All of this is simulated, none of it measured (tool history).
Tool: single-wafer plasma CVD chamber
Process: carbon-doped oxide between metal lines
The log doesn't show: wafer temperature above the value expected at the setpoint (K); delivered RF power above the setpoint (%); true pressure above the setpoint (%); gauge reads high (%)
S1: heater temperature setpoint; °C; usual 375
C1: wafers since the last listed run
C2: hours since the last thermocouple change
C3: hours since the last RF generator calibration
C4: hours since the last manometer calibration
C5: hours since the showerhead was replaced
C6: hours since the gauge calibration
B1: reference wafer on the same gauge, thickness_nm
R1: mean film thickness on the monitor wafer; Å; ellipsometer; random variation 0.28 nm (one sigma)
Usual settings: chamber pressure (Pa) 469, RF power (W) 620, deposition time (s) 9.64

{"run": 1, "hour": 0.0, "S1": 375, "chamber pressure (Pa)": 469, "RF power (W)": 620, "deposition time (s)": 9.64, "C1": 0, "C2": 407.8, "C3": 260.9, "C4": 227.3, "C5": 3584, "C6": 1817.6, "B1": 56.791, "R1": 530.85}
{"run": 2, "hour": 80.8, "S1": 375, "chamber pressure (Pa)": 469, "RF power (W)": 620, "deposition time (s)": 9.64, "C1": 1863, "C2": 488.6, "C3": 341.7, "C4": 308.1, "C5": 3664.8, "C6": 1898.4, "B1": 56.728, "R1": 538.78}
{"run": 3, "hour": 171.7, "S1": 375, "chamber pressure (Pa)": 469, "RF power (W)": 620, "deposition time (s)": 9.64, "C1": 2096, "C2": 579.5, "C3": 432.6, "C4": 399, "C5": 3755.7, "C6": 1989.3, "B1": 56.767, "R1": 537.4}
{"run": 4, "hour": 208.6, "S1": 375, "chamber pressure (Pa)": 428, "RF power (W)": 620, "deposition time (s)": 9.64, "C1": 851, "C2": 616.4, "C3": 469.5, "C4": 435.9, "C5": 3792.6, "C6": 2026.2, "B1": 56.776, "R1": 533.56}
{"run": 5, "hour": 248.1, "S1": 375, "chamber pressure (Pa)": 469, "RF power (W)": 620, "deposition time (s)": 9.64, "C1": 910, "C2": 655.9, "C3": 509, "C4": 475.4, "C5": 3832.1, "C6": 2065.7, "B1": 56.855, "R1": 540.72}
{"run": 6, "hour": 347.6, "S1": 375, "chamber pressure (Pa)": 469, "RF power (W)": 620, "deposition time (s)": 9.64, "C1": 2294, "C2": 755.4, "C3": 608.5, "C4": 574.9, "C5": 3931.6, "C6": 2165.2, "B1": 56.822, "R1": 533.22}
{"run": 7, "hour": 393.1, "S1": 375, "chamber pressure (Pa)": 469, "RF power (W)": 620, "deposition time (s)": 9.64, "C1": 1049, "C2": 800.9, "C3": 654, "C4": 620.4, "C5": 3977.1, "C6": 2210.7, "B1": 56.879, "R1": 530.98}
{"run": 8, "hour": 447.1, "S1": 375, "chamber pressure (Pa)": 469, "RF power (W)": 620, "deposition time (s)": 10.79, "C1": 1245, "C2": 854.9, "C3": 708, "C4": 674.4, "C5": 4031.1, "C6": 2264.7, "B1": 56.815, "R1": 603.11}
{"run": 9, "hour": 514.2, "S1": 375, "chamber pressure (Pa)": 377, "RF power (W)": 620, "deposition time (s)": 9.64, "C1": 1547, "C2": 922, "C3": 775.1, "C4": 741.5, "C5": 4098.2, "C6": 2331.8, "B1": 56.809, "R1": 532.25}
{"run": 10, "hour": 610.0, "S1": 375, "chamber pressure (Pa)": 377, "RF power (W)": 620, "deposition time (s)": 9.64, "C1": 2209, "C2": 1017.8, "C3": 870.9, "C4": 837.3, "C5": 4194, "C6": 2427.6, "B1": 56.901, "R1": 522.12}
{"run": 11, "hour": 649.1, "S1": 375, "chamber pressure (Pa)": 469, "RF power (W)": 620, "deposition time (s)": 9.64, "C1": 901, "C2": 1056.9, "C3": 910, "C4": 876.4, "C5": 4233.1, "C6": 2466.7, "B1": 56.817, "R1": 535.86}
{"hour": 680.0, "done": "gauge calibrated"}
{"run": 12, "hour": 721.1, "S1": 375, "chamber pressure (Pa)": 469, "RF power (W)": 620, "deposition time (s)": 9.64, "C1": 1660, "C2": 1128.9, "C3": 982, "C4": 948.4, "C5": 4305.1, "C6": 41.1, "B1": 56.815, "R1": 537.63}
{"hour": 732.8, "done": "showerhead replaced"}
{"hour": 818.3, "done": "RF generator calibrated"}
{"run": 13, "hour": 819.1, "S1": 375, "chamber pressure (Pa)": 469, "RF power (W)": 620, "deposition time (s)": 9.64, "C1": 1891, "C2": 1226.9, "C3": 0.8, "C4": 1046.4, "C5": 86.3, "C6": 139.1, "B1": 56.77, "R1": 535.09}
{"run": 14, "hour": 881.8, "S1": 375, "chamber pressure (Pa)": 469, "RF power (W)": 620, "deposition time (s)": 9.64, "C1": 1446, "C2": 1289.6, "C3": 63.5, "C4": 1109.1, "C5": 149, "C6": 201.8, "B1": 56.731, "R1": 537.31}
{"hour": 973.8, "done": "thermocouple changed; heater temperature recalibrated"}
{"run": 15, "hour": 974.3, "S1": 375, "chamber pressure (Pa)": 469, "RF power (W)": 620, "deposition time (s)": 8.37, "C1": 1948, "C2": 0.5, "C3": 156, "C4": 1201.6, "C5": 241.5, "C6": 294.3, "B1": 56.801, "R1": 466.78}
{"run": 16, "hour": 1041.9, "S1": 370, "chamber pressure (Pa)": 469, "RF power (W)": 620, "deposition time (s)": 10.27, "C1": 1559, "C2": 68.1, "C3": 223.6, "C4": 1269.2, "C5": 309.1, "C6": 361.9, "B1": 56.904, "R1": 573.82}
{"run": 17, "hour": 1122.0, "S1": 375, "chamber pressure (Pa)": 523, "RF power (W)": 620, "deposition time (s)": 9.64, "C1": 1847, "C2": 148.2, "C3": 303.7, "C4": 1349.3, "C5": 389.2, "C6": 442, "B1": 56.807, "R1": 542.05}
{"hour": 1188.2, "done": "capacitance manometer re-zeroed and calibrated"}
{"run": 18, "hour": 1188.7, "S1": 375, "chamber pressure (Pa)": 469, "RF power (W)": 620, "deposition time (s)": 9.64, "C1": 1353, "C2": 214.9, "C3": 370.4, "C4": 0.5, "C5": 455.9, "C6": 508.7, "B1": 56.832, "R1": 540.1}
{"run": 19, "hour": 1240.6, "S1": 361, "chamber pressure (Pa)": 567, "RF power (W)": 620, "deposition time (s)": 9.64, "C1": 1196, "C2": 266.8, "C3": 422.3, "C4": 52.4, "C5": 507.8, "C6": 560.6, "B1": 56.794, "R1": 559.25}
{"run": 20, "hour": 1299.4, "S1": 375, "chamber pressure (Pa)": 469, "RF power (W)": 620, "deposition time (s)": 9.64, "C1": 1356, "C2": 325.6, "C3": 481.1, "C4": 111.2, "C5": 566.6, "C6": 619.4, "B1": 56.805, "R1": 538.93}
{"run": 21, "hour": 1391.0, "S1": 375, "chamber pressure (Pa)": 469, "RF power (W)": 560, "deposition time (s)": 11.1, "C1": 2112, "C2": 417.2, "C3": 572.7, "C4": 202.8, "C5": 658.2, "C6": 711, "B1": 56.963, "R1": 585.47}
{"run": 22, "hour": 1660.2, "S1": 375, "chamber pressure (Pa)": 469, "RF power (W)": 620, "deposition time (s)": 9.64, "C1": 6208, "C2": 686.4, "C3": 841.9, "C4": 472, "C5": 927.4, "C6": 980.2, "B1": 56.764, "R1": 532.22}
{"run": 23, "hour": 1721.0, "S1": 375, "chamber pressure (Pa)": 469, "RF power (W)": 620, "deposition time (s)": 9.64, "C1": 1402, "C2": 747.2, "C3": 902.7, "C4": 532.8, "C5": 988.2, "C6": 1041, "B1": 56.875, "R1": 533.71}
{"run": 24, "hour": 1763.9, "S1": 375, "chamber pressure (Pa)": 469, "RF power (W)": 620, "deposition time (s)": 9.64, "C1": 989, "C2": 790.1, "C3": 945.6, "C4": 575.7, "C5": 1031.1, "C6": 1083.9, "B1": 56.853, "R1": 540.46}
{"run": 25, "hour": 1811.6, "S1": 383, "chamber pressure (Pa)": 469, "RF power (W)": 620, "deposition time (s)": 9.64, "C1": 1100, "C2": 837.8, "C3": 993.3, "C4": 623.4, "C5": 1078.8, "C6": 1131.6, "B1": 56.768, "R1": 522.29}
{"run": 26, "hour": 1860.6, "S1": 375, "chamber pressure (Pa)": 355, "RF power (W)": 685, "deposition time (s)": 8.53, "C1": 1130, "C2": 886.8, "C3": 1042.3, "C4": 672.4, "C5": 1127.8, "C6": 1180.6, "B1": 56.871, "R1": 490.39}
{"run": 27, "hour": 1908.0, "S1": 388, "chamber pressure (Pa)": 412, "RF power (W)": 520, "deposition time (s)": 11.35, "C1": 1093, "C2": 934.2, "C3": 1089.7, "C4": 719.8, "C5": 1175.2, "C6": 1228, "B1": 56.743, "R1": 551.55}
{"run": 28, "hour": 1951.4, "S1": 375, "chamber pressure (Pa)": 469, "RF power (W)": 620, "deposition time (s)": 9.64, "C1": 1000, "C2": 977.6, "C3": 1133.1, "C4": 763.2, "C5": 1218.6, "C6": 1271.4, "B1": 56.794, "R1": 534.93}

4 ways to go on from here, each from the tool as it stands after run 28. What would each give?
{"run": "A", "hour": 1951.8, "S1": 375, "chamber pressure (Pa)": 469, "RF power (W)": 620, "deposition time (s)": 9.64, "C1": 9, "C2": 978, "C3": 1133.5, "C4": 763.6, "C5": 1219, "C6": 1271.8, "B1": "?", "R1": "?"}
{"run": "B", "hour": 1951.8, "S1": 375, "chamber pressure (Pa)": 519, "RF power (W)": 740, "deposition time (s)": 9.64, "C1": 9, "C2": 978, "C3": 1133.5, "C4": 763.6, "C5": 1219, "C6": 1271.8, "B1": "?", "R1": "?"}
{"run": "C", "hour": 1951.8, "S1": 361, "chamber pressure (Pa)": 579, "RF power (W)": 730, "deposition time (s)": 9.64, "C1": 9, "C2": 978, "C3": 1133.5, "C4": 763.6, "C5": 1219, "C6": 1271.8, "B1": "?", "R1": "?"}
{"run": "D", "hour": 1951.8, "S1": 387, "chamber pressure (Pa)": 469, "RF power (W)": 620, "deposition time (s)": 9.64, "C1": 9, "C2": 978, "C3": 1133.5, "C4": 763.6, "C5": 1219, "C6": 1271.8, "B1": "?", "R1": "?"}

run=A B1=56.936 R1=533.61
run=B B1=56.936 R1=588.05
run=C B1=56.936 R1=608.86
run=D B1=56.936 R1=522.21
Without the tool's hidden state the same runs would have given:
run=A R1=533.61
run=B R1=588.05
run=C R1=608.86
run=D R1=522.21
